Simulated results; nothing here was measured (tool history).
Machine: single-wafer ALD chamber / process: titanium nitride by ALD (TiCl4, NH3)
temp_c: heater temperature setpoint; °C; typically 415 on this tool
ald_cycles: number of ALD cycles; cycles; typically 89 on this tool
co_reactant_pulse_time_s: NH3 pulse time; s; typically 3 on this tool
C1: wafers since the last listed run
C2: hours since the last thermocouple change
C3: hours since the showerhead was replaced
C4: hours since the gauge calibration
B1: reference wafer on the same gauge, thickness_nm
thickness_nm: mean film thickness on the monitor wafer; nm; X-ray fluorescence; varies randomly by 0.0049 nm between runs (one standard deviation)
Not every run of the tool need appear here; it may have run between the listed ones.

{"run": 1, "hour": 0.0, "temp_c": 423, "ald_cycles": 89, "co_reactant_pulse_time_s": 3, "C1": 0, "C2": 1402.3, "C3": 4163.7, "C4": 113.3, "B1": 1.574, "thickness_nm": 1.963}
{"run": 2, "hour": 12.9, "temp_c": 423, "ald_cycles": 89, "co_reactant_pulse_time_s": 3, "C1": 24, "C2": 1415.2, "C3": 4176.6, "C4": 126.2, "B1": 1.574, "thickness_nm": 1.946}
{"run": 3, "hour": 38.5, "temp_c": 423, "ald_cycles": 89, "co_reactant_pulse_time_s": 3, "C1": 49, "C2": 1440.8, "C3": 4202.2, "C4": 151.8, "B1": 1.57, "thickness_nm": 1.957}
{"run": 4, "hour": 66.7, "temp_c": 415, "ald_cycles": 89, "co_reactant_pulse_time_s": 3, "C1": 54, "C2": 1469, "C3": 4230.4, "C4": 180, "B1": 1.566, "thickness_nm": 1.939}
{"run": 5, "hour": 123.5, "temp_c": 415, "ald_cycles": 89, "co_reactant_pulse_time_s": 3, "C1": 108, "C2": 1525.8, "C3": 4287.2, "C4": 236.8, "B1": 1.564, "thickness_nm": 1.941}
{"run": 6, "hour": 172.3, "temp_c": 415, "ald_cycles": 89, "co_reactant_pulse_time_s": 3, "C1": 93, "C2": 1574.6, "C3": 4336, "C4": 285.6, "B1": 1.56, "thickness_nm": 1.944}
{"run": 7, "hour": 208.2, "temp_c": 415, "ald_cycles": 89, "co_reactant_pulse_time_s": 3, "C1": 68, "C2": 1610.5, "C3": 4371.9, "C4": 321.5, "B1": 1.558, "thickness_nm": 1.933}
{"run": 8, "hour": 235.3, "temp_c": 415, "ald_cycles": 89, "co_reactant_pulse_time_s": 3, "C1": 51, "C2": 1637.6, "C3": 4399, "C4": 348.6, "B1": 1.558, "thickness_nm": 1.931}
{"run": 9, "hour": 290.8, "temp_c": 415, "ald_cycles": 89, "co_reactant_pulse_time_s": 3, "C1": 106, "C2": 1693.1, "C3": 4454.5, "C4": 404.1, "B1": 1.554, "thickness_nm": 1.925}
{"run": 10, "hour": 311.7, "temp_c": 415, "ald_cycles": 89, "co_reactant_pulse_time_s": 3, "C1": 40, "C2": 1714, "C3": 4475.4, "C4": 425, "B1": 1.555, "thickness_nm": 1.937}
{"run": 11, "hour": 331.4, "temp_c": 415, "ald_cycles": 89, "co_reactant_pulse_time_s": 3, "C1": 37, "C2": 1733.7, "C3": 4495.1, "C4": 444.7, "B1": 1.552, "thickness_nm": 1.928}
{"run": 12, "hour": 347.2, "temp_c": 415, "ald_cycles": 89, "co_reactant_pulse_time_s": 3, "C1": 30, "C2": 1749.5, "C3": 4510.9, "C4": 460.5, "B1": 1.552, "thickness_nm": 1.93}
{"run": 13, "hour": 369.0, "temp_c": 415, "ald_cycles": 85, "co_reactant_pulse_time_s": 3, "C1": 41, "C2": 1771.3, "C3": 4532.7, "C4": 482.3, "B1": 1.554, "thickness_nm": 1.846}
{"run": 14, "hour": 401.6, "temp_c": 415, "ald_cycles": 89, "co_reactant_pulse_time_s": 3, "C1": 62, "C2": 1803.9, "C3": 4565.3, "C4": 514.9, "B1": 1.551, "thickness_nm": 1.919}
{"run": 15, "hour": 415.8, "temp_c": 415, "ald_cycles": 79, "co_reactant_pulse_time_s": 3, "C1": 27, "C2": 1818.1, "C3": 4579.5, "C4": 529.1, "B1": 1.55, "thickness_nm": 1.713}
{"hour": 466.4, "done": "thermocouple changed; heater temperature recalibrated"}
{"run": 16, "hour": 487.0, "temp_c": 415, "ald_cycles": 89, "co_reactant_pulse_time_s": 3, "C1": 121, "C2": 20.6, "C3": 4650.7, "C4": 600.3, "B1": 1.548, "thickness_nm": 1.922}
{"run": 17, "hour": 522.8, "temp_c": 415, "ald_cycles": 89, "co_reactant_pulse_time_s": 3, "C1": 68, "C2": 56.4, "C3": 4686.5, "C4": 636.1, "B1": 1.55, "thickness_nm": 1.933}
{"run": 18, "hour": 538.9, "temp_c": 402, "ald_cycles": 89, "co_reactant_pulse_time_s": 3, "C1": 30, "C2": 72.5, "C3": 4702.6, "C4": 652.2, "B1": 1.548, "thickness_nm": 1.92}

Estimate the outcome of run 19 from the log above:
{"run": 19, "hour": 556.7, "temp_c": 410, "ald_cycles": 83, "co_reactant_pulse_time_s": 4.2, "C1": 34, "C2": 90.3, "C3": 4720.4, "C4": 670, "B1": "?", "thickness_nm": "?"}

{"run 19": {"B1": 1.548, "thickness_nm": 1.813}}
The same run, on a tool lacking any hidden state, would have yielded thickness_nm 1.862 nm.
